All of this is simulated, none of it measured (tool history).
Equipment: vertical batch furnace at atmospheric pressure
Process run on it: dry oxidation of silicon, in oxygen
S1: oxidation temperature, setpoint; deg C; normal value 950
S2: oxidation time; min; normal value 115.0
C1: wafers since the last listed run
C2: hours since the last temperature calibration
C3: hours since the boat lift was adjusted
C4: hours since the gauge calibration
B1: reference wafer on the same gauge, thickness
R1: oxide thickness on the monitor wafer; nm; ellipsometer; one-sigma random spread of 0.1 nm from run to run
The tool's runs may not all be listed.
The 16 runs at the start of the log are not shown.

run	hour	S1	S2	C1	C2	C3	C4	B1	R1
17	311.6	950	115.0	278	2020.2	3606.8	258.4	44.51	48.64
# hour 346.2: boat lift adjusted
18	346.7	950	115.0	118	2055.3	0.5	293.5	44.50	50.10
19	353.1	970	148.0	68	2061.7	6.9	299.9	44.50	70.97
20	366.6	927	166.5	144	2075.2	20.4	313.4	44.50	51.31
21	427.1	959	79.0	647	2135.7	80.9	373.9	44.50	42.46
22	489.7	950	115.0	670	2198.3	143.5	436.5	44.50	50.27
23	512.1	958	115.0	239	2220.7	165.9	458.9	44.50	54.26
# hour 539.7: thermocouples replaced and temperature profile calibrated
# hour 554.4: gauge calibrated
24	581.3	934	138.0	483	41.6	235.1	26.9	44.50	48.44
25	606.4	935	115.0	268	66.7	260.2	52.0	44.51	43.36
26	623.1	975	90.0	178	83.4	276.9	68.7	44.51	52.25
27	646.9	950	115.0	254	107.2	300.7	92.5	44.48	50.50
28	671.0	973	83.0	258	131.3	324.8	116.6	44.49	48.79
29	691.3	950	169.0	217	151.6	345.1	136.9	44.48	65.82
30	710.4	950	115.0	204	170.7	364.2	156.0	44.50	50.18
31	721.9	936	85.0	123	182.2	375.7	167.5	44.51	35.60
32	742.5	928	95.0	220	202.8	396.3	188.1	44.51	35.45
33	760.5	975	77.5	192	220.8	414.3	206.1	44.50	47.35
34	786.5	950	166.5	278	246.8	440.3	232.1	44.50	65.17

Run 35 is up next; what results do you expect?
35	799.0	964	148.5	133	259.3	452.8	244.6	?	?

{"run 35": {"B1": 44.5, "R1": 68.09}}
With the hidden condition absent and the run-to-run variation left alone, this run would have shown R1 68.25 nm.
